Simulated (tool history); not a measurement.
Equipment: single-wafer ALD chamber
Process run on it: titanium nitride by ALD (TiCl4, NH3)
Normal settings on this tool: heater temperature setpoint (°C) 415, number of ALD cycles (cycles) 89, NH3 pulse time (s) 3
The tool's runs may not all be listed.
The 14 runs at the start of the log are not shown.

run   hour  heater temperature setpoint (°C)  number of ALD cycles (cycles)  NH3 pulse time (s)  wafers since the last listed run  hours since the last thermocouple change  hours since the showerhead was replaced  hours since the gauge calibration  read-back reference wafer on the same gauge, thickness_nm  mean film thickness on the monitor wafer (Å)
 15  415.8                               415                             79                   3                                27                                    1818.1                                   4579.5                              529.1                                                       1.55                                         17.13
     466.4  -- thermocouple changed; heater temperature recalibrated
 16    487                               415                             89                   3                               121                                      20.6                                   4650.7                              600.3                                                      1.548                                         19.22
 17  522.8                               415                             89                   3                                68                                      56.4                                   4686.5                              636.1                                                       1.55                                         19.33
 18  538.9                               402                             89                   3                                30                                      72.5                                   4702.6                              652.2                                                      1.548                                          19.2
 19  556.7                               410                             83                 4.2                                34                                      90.3                                   4720.4                                670                                                      1.548                                         18.13
 20  578.5                               423                             89                2.47                                41                                     112.1                                   4742.2                              691.8                                                      1.548                                         19.04
 21  607.9                               415                             89                2.69                                56                                     141.5                                   4771.6                              721.2                                                      1.547                                         19.08
 22  634.2                               400                             74                4.02                                50                                     167.8                                   4797.9                              747.5                                                      1.547                                         16.15
     642.4  -- showerhead replaced
     655.2  -- gauge calibrated
 23  655.9                               415                             89                   3                                26                                     189.5                                     13.5                                0.7                                                      1.587                                         19.66
 24  673.3                               408                             81                3.55                                33                                     206.9                                     30.9                               18.1                                                      1.583                                            18
 25  700.5                               415                             89                   3                                52                                     234.1                                     58.1                               45.3                                                      1.579                                         19.57
 26  726.5                               415                             89                   3                                49                                     260.1                                     84.1                               71.3                                                      1.576                                         19.43
 27  754.9                               425                             75                4.19                                54                                     288.5                                    112.5                               99.7                                                      1.572                                         16.59
 28  788.1                               423                             89                   3                                63                                     321.7                                    145.7                              132.9                                                       1.57                                         19.58
 29  819.1                               427                             96                   3                                59                                     352.7                                    176.7                              163.9                                                      1.564                                         20.98
 30  845.7                               415                             89                1.81                                51                                     379.3                                    203.3                              190.5                                                      1.561                                         18.79
 31  875.5                               415                             89                   3                                57                                     409.1                                    233.1                              220.3                                                       1.56                                         19.34
 32  911.3                               415                             89                4.06                                68                                     444.9                                    268.9                              256.1                                                      1.559                                         19.51
 33  928.4                               415                             89                   3                                32                                       462                                      286                              273.2                                                      1.557                                         19.33
 34  945.2                               415                             89                1.95                                32                                     478.8                                    302.8                                290                                                      1.555                                         18.74
 35    974                               415                             71                   3                                55                                     507.6                                    331.6                              318.8                                                      1.555                                         15.35

Alternative continuations, all from the tool just after run 35; predict every row:
  A  974.6                               415                             89                   3                                 1                                     508.2                                    332.2                              319.4                                                          ?                                             ?
  B  974.6                               419                             97                   3                                 1                                     508.2                                    332.2                              319.4                                                          ?                                             ?
  C  974.6                               429                             96                2.38                                 1                                     508.2                                    332.2                              319.4                                                          ?                                             ?

run  read-back reference wafer on the same gauge, thickness_nm  mean film thickness on the monitor wafer (Å)
  A                                                      1.554                                         19.29
  B                                                      1.554                                         21.04
  C                                                      1.554                                         20.65
The same runs, with their run-to-run variation unchanged, on a tool lacking any hidden condition would have given:
run  mean film thickness on the monitor wafer (Å)
  A                                         19.73
  B                                         21.52
  C                                         21.12
